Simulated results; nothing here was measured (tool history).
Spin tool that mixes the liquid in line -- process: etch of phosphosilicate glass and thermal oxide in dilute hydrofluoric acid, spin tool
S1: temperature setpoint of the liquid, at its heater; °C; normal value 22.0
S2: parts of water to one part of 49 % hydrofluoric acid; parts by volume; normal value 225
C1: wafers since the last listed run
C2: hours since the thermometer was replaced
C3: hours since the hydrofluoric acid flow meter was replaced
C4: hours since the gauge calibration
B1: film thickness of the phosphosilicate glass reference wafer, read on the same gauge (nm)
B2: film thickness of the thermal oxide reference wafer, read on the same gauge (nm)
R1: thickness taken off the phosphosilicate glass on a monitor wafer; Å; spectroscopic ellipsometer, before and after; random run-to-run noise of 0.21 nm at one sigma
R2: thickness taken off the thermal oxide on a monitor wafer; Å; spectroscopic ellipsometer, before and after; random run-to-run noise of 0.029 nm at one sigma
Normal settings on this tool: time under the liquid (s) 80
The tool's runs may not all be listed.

{"run": 1, "hour": 0.0, "S1": 22.0, "S2": 225, "time under the liquid (s)": 80, "C1": 0, "C2": 2754.6, "C3": 1323.8, "C4": 126.8, "B1": 79.99, "B2": 129.93, "R1": 334.3, "R2": 13.78}
{"run": 2, "hour": 25.6, "S1": 22.0, "S2": 225, "time under the liquid (s)": 80, "C1": 225, "C2": 2780.2, "C3": 1349.4, "C4": 152.4, "B1": 79.96, "B2": 129.911, "R1": 332.1, "R2": 12.68}
{"run": 3, "hour": 68.7, "S1": 22.0, "S2": 225, "time under the liquid (s)": 80, "C1": 379, "C2": 2823.3, "C3": 1392.5, "C4": 195.5, "B1": 79.96, "B2": 129.878, "R1": 333.2, "R2": 13.71}
{"run": 4, "hour": 127.3, "S1": 22.0, "S2": 295, "time under the liquid (s)": 80, "C1": 516, "C2": 2881.9, "C3": 1451.1, "C4": 254.1, "B1": 79.91, "B2": 129.798, "R1": 237.3, "R2": 9.47}
{"run": 5, "hour": 193.9, "S1": 22.0, "S2": 225, "time under the liquid (s)": 45, "C1": 586, "C2": 2948.5, "C3": 1517.7, "C4": 320.7, "B1": 79.85, "B2": 129.727, "R1": 186.2, "R2": 7.12}
{"run": 6, "hour": 246.6, "S1": 19.5, "S2": 305, "time under the liquid (s)": 45, "C1": 464, "C2": 3001.2, "C3": 1570.4, "C4": 373.4, "B1": 79.81, "B2": 129.726, "R1": 116.1, "R2": 4.65}
{"run": 7, "hour": 316.9, "S1": 26.5, "S2": 185, "time under the liquid (s)": 60, "C1": 619, "C2": 3071.5, "C3": 1640.7, "C4": 443.7, "B1": 79.68, "B2": 129.581, "R1": 370.3, "R2": 15.02}
{"hour": 335.2, "done": "thermometer replaced"}
{"run": 8, "hour": 358.7, "S1": 22.0, "S2": 225, "time under the liquid (s)": 65, "C1": 359, "C2": 23.5, "C3": 1682.5, "C4": 485.5, "B1": 79.74, "B2": 129.509, "R1": 269.9, "R2": 11.0}
{"run": 9, "hour": 394.9, "S1": 22.0, "S2": 315, "time under the liquid (s)": 80, "C1": 318, "C2": 59.7, "C3": 1718.7, "C4": 521.7, "B1": 79.65, "B2": 129.411, "R1": 217.0, "R2": 8.89}
{"run": 10, "hour": 443.2, "S1": 20.5, "S2": 285, "time under the liquid (s)": 35, "C1": 425, "C2": 108.0, "C3": 1767.0, "C4": 570.0, "B1": 79.64, "B2": 129.338, "R1": 102.4, "R2": 4.09}
{"hour": 457.7, "done": "hydrofluoric acid flow meter replaced"}
{"run": 11, "hour": 505.1, "S1": 22.0, "S2": 300, "time under the liquid (s)": 50, "C1": 536, "C2": 169.9, "C3": 47.4, "C4": 631.9, "B1": 79.53, "B2": 129.197, "R1": 145.6, "R2": 5.6}
{"run": 12, "hour": 568.3, "S1": 22.0, "S2": 260, "time under the liquid (s)": 125, "C1": 556, "C2": 233.1, "C3": 110.6, "C4": 695.1, "B1": 79.41, "B2": 129.029, "R1": 435.6, "R2": 17.61}
{"run": 13, "hour": 599.1, "S1": 18.5, "S2": 180, "time under the liquid (s)": 80, "C1": 271, "C2": 263.9, "C3": 141.4, "C4": 725.9, "B1": 79.31, "B2": 128.932, "R1": 377.5, "R2": 15.67}
{"run": 14, "hour": 627.5, "S1": 22.0, "S2": 225, "time under the liquid (s)": 115, "C1": 250, "C2": 292.3, "C3": 169.8, "C4": 754.3, "B1": 79.28, "B2": 128.834, "R1": 474.8, "R2": 19.01}
{"run": 15, "hour": 657.2, "S1": 22.0, "S2": 225, "time under the liquid (s)": 80, "C1": 261, "C2": 322.0, "C3": 199.5, "C4": 784.0, "B1": 79.24, "B2": 128.73, "R1": 329.3, "R2": 13.31}
{"run": 16, "hour": 685.2, "S1": 22.0, "S2": 225, "time under the liquid (s)": 80, "C1": 246, "C2": 350.0, "C3": 227.5, "C4": 812.0, "B1": 79.18, "B2": 128.66, "R1": 329.9, "R2": 13.17}
{"run": 17, "hour": 751.6, "S1": 22.0, "S2": 225, "time under the liquid (s)": 35, "C1": 584, "C2": 416.4, "C3": 293.9, "C4": 878.4, "B1": 79.01, "B2": 128.427, "R1": 144.5, "R2": 5.81}
{"run": 18, "hour": 805.9, "S1": 26.0, "S2": 155, "time under the liquid (s)": 35, "C1": 478, "C2": 470.7, "C3": 348.2, "C4": 932.7, "B1": 78.91, "B2": 128.233, "R1": 259.6, "R2": 10.54}
{"run": 19, "hour": 832.3, "S1": 22.0, "S2": 225, "time under the liquid (s)": 80, "C1": 232, "C2": 497.1, "C3": 374.6, "C4": 959.1, "B1": 78.89, "B2": 128.183, "R1": 328.2, "R2": 12.95}
{"run": 20, "hour": 883.1, "S1": 22.0, "S2": 225, "time under the liquid (s)": 80, "C1": 447, "C2": 547.9, "C3": 425.4, "C4": 1009.9, "B1": 78.78, "B2": 127.98, "R1": 326.8, "R2": 13.42}
{"run": 21, "hour": 939.8, "S1": 24.5, "S2": 225, "time under the liquid (s)": 50, "C1": 499, "C2": 604.6, "C3": 482.1, "C4": 1066.6, "B1": 78.61, "B2": 127.708, "R1": 223.1, "R2": 8.74}
{"run": 22, "hour": 1009.3, "S1": 17.5, "S2": 120, "time under the liquid (s)": 125, "C1": 612, "C2": 674.1, "C3": 551.6, "C4": 1136.1, "B1": 78.37, "B2": 127.428, "R1": 890.0, "R2": 36.1}
{"run": 23, "hour": 1127.5, "S1": 22.0, "S2": 225, "time under the liquid (s)": 80, "C1": 1040, "C2": 792.3, "C3": 669.8, "C4": 1254.3, "B1": 78.11, "B2": 126.865, "R1": 322.9, "R2": 13.11}
{"run": 24, "hour": 1160.1, "S1": 18.0, "S2": 225, "time under the liquid (s)": 80, "C1": 287, "C2": 824.9, "C3": 702.4, "C4": 1286.9, "B1": 77.98, "B2": 126.729, "R1": 275.8, "R2": 10.97}
{"run": 25, "hour": 1375.0, "S1": 20.0, "S2": 225, "time under the liquid (s)": 55, "C1": 1892, "C2": 1039.8, "C3": 917.3, "C4": 1501.8, "B1": 77.22, "B2": 125.524, "R1": 203.9, "R2": 8.03}

5 ways to go on from here, each from the tool as it stands after run 25. What would each give?
{"run": "A", "hour": 1375.4, "S1": 22.0, "S2": 225, "time under the liquid (s)": 80, "C1": 3, "C2": 1040.2, "C3": 917.7, "C4": 1502.2, "B1": "?", "B2": "?", "R1": "?", "R2": "?"}
{"run": "B", "hour": 1375.4, "S1": 22.0, "S2": 130, "time under the liquid (s)": 80, "C1": 3, "C2": 1040.2, "C3": 917.7, "C4": 1502.2, "B1": "?", "B2": "?", "R1": "?", "R2": "?"}
{"run": "C", "hour": 1375.4, "S1": 22.0, "S2": 270, "time under the liquid (s)": 80, "C1": 3, "C2": 1040.2, "C3": 917.7, "C4": 1502.2, "B1": "?", "B2": "?", "R1": "?", "R2": "?"}
{"run": "D", "hour": 1375.4, "S1": 25.5, "S2": 275, "time under the liquid (s)": 120, "C1": 3, "C2": 1040.2, "C3": 917.7, "C4": 1502.2, "B1": "?", "B2": "?", "R1": "?", "R2": "?"}
{"run": "E", "hour": 1375.4, "S1": 24.0, "S2": 225, "time under the liquid (s)": 80, "C1": 3, "C2": 1040.2, "C3": 917.7, "C4": 1502.2, "B1": "?", "B2": "?", "R1": "?", "R2": "?"}

run=A B1=77.26 B2=125.551 R1=318.8 R2=13.40
run=B B1=77.26 B2=125.551 R1=610.0 R2=25.65
run=C B1=77.26 B2=125.551 R1=254.2 R2=10.69
run=D B1=77.26 B2=125.551 R1=421.7 R2=17.73
run=E B1=77.26 B2=125.551 R1=343.1 R2=14.43
Had the tool no hidden state, the same runs would have come out as:
run=A R1=330.1 R2=13.88
run=B R1=631.7 R2=26.56
run=C R1=263.3 R2=11.07
run=D R1=436.7 R2=18.36
run=E R1=355.3 R2=14.94
